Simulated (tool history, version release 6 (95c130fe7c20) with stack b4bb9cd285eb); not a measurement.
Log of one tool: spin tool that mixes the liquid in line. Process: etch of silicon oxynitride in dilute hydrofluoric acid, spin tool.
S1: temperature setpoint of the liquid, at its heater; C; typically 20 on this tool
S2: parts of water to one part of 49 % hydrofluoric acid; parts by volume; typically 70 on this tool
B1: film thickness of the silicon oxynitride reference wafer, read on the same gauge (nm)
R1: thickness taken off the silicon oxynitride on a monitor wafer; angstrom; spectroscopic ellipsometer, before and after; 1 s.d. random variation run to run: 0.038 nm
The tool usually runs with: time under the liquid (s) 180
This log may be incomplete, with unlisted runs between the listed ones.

Run 1, hour 0: usual settings but S2 80 parts by volume, time under the liquid (s) 260; B1 70.025. Result: R1 40.98 angstrom.
Run 2, hour 9.1: usual settings but S2 80 parts by volume, time under the liquid (s) 260; B1 70.014. Result: R1 40.39 angstrom.
Run 3, hour 15.5: usual settings; B1 70.012. Result: R1 33.73 angstrom.
Run 4, hour 23.8: usual settings; B1 70.001. Result: R1 33.31 angstrom.
At hour 39.7: hydrofluoric acid flow meter replaced.
Run 5, hour 40.2: usual settings but S1 22 C; B1 70.021. Result: R1 36 angstrom.
Run 6, hour 56.2: usual settings but S1 22 C; B1 69.99. Result: R1 37.8 angstrom.
Run 7, hour 67.4: usual settings but S2 75 parts by volume; B1 69.999. Result: R1 31.7 angstrom.
Run 8, hour 74: usual settings but S2 75 parts by volume; B1 70.024. Result: R1 30.51 angstrom.
Run 9, hour 90.6: usual settings but S2 60 parts by volume; B1 70.002. Result: R1 40.48 angstrom.
At hour 100.1: thermometer replaced.
Run 10, hour 100.6: usual settings but S2 50 parts by volume; B1 69.992. Result: R1 44.09 angstrom.
Run 11, hour 112.3: usual settings but S2 50 parts by volume; B1 69.989. Result: R1 43.52 angstrom.
Run 12, hour 126.7: usual settings but S1 25 C, time under the liquid (s) 135; B1 69.983. Result: R1 29.97 angstrom.
Run 13, hour 141.5: usual settings but S1 25 C, time under the liquid (s) 280; B1 69.995. Result: R1 62.66 angstrom.
Run 14, hour 157.9: usual settings but S1 21.5 C, S2 85 parts by volume, time under the liquid (s) 85; B1 69.996. Result: R1 13.03 angstrom.
Run 15, hour 171.4: usual settings but S1 24 C, S2 95 parts by volume, time under the liquid (s) 250; B1 69.997. Result: R1 36.79 angstrom.
Run 16, hour 181.8: usual settings but S1 17 C, S2 85 parts by volume; B1 69.994. Result: R1 21.79 angstrom.
At hour 187.2: gauge calibrated.
Run 17, hour 194.7: usual settings but S1 23.5 C; B1 70.016. Result: R1 36.96 angstrom.
Run 18, hour 212: usual settings but time under the liquid (s) 240; B1 69.966. Result: R1 42.61 angstrom.
Run 19, hour 219.5: usual settings but S1 17 C, S2 100 parts by volume, time under the liquid (s) 80; B1 69.997. Result: R1 8.15 angstrom.
Run 20, hour 235.2: usual settings but S1 23.5 C, time under the liquid (s) 215; B1 69.983. Result: R1 45.28 angstrom.
Run 21, hour 244.6: usual settings but S2 60 parts by volume, time under the liquid (s) 220; B1 69.986. Result: R1 46.49 angstrom.
Run 22, hour 252.5: usual settings but time under the liquid (s) 275; B1 70.003. Result: R1 48.36 angstrom.
Run 23, hour 261.1: usual settings but S1 22 C, time under the liquid (s) 245; B1 70.005. Result: R1 47 angstrom.
Run 24, hour 274.5: usual settings but S1 18.5 C, S2 85 parts by volume; B1 69.988. Result: R1 24.32 angstrom.
Run 25, hour 291.2: usual settings but S1 21.5 C, time under the liquid (s) 125; B1 69.997. Result: R1 23.89 angstrom.
Run 26, hour 300.1: usual settings; B1 70.011. Result: R1 32.61 angstrom.
Run 27, hour 318: usual settings but S1 17 C, time under the liquid (s) 135; B1 69.994. Result: R1 20.31 angstrom.
Run 28, hour 334.2: usual settings but S1 18 C; B1 70.008. Result: R1 29.67 angstrom.
Run 29, hour 350.3: usual settings; B1 69.994. Result: R1 32.78 angstrom.
Run 30, hour 362.3: usual settings but S1 23.5 C, time under the liquid (s) 280; B1 70.003. Result: R1 60.7 angstrom.
Run 31, hour 373.3: usual settings but S1 24.5 C, S2 105 parts by volume; B1 70.004. Result: R1 26.31 angstrom.
Run 32, hour 381.5: usual settings; B1 70. Result: R1 32.2 angstrom.
Run 33, hour 396.2: usual settings but S1 23 C, time under the liquid (s) 105; B1 70.004. Result: R1 22.3 angstrom.
Run 34, hour 410.8: usual settings; B1 69.993. Result: R1 33.8 angstrom.

Branching from run 34: 3 alternative next runs. What would each branch give?
Run A, hour 411.3: usual settings; B1 ?. Result: R1 ?.
Run B, hour 411.3: usual settings but S2 40 parts by volume, time under the liquid (s) 210; B1 ?. Result: R1 ?.
Run C, hour 411.3: usual settings but S2 90 parts by volume, time under the liquid (s) 245; B1 ?. Result: R1 ?.

run      B1     R1
  A  70.011  32.87
  B  70.011  68.63
  C  70.011  34.27
What these runs would have given with no unlogged condition in the tool:
run     R1
  A  30.57
  B  63.74
  C  31.89

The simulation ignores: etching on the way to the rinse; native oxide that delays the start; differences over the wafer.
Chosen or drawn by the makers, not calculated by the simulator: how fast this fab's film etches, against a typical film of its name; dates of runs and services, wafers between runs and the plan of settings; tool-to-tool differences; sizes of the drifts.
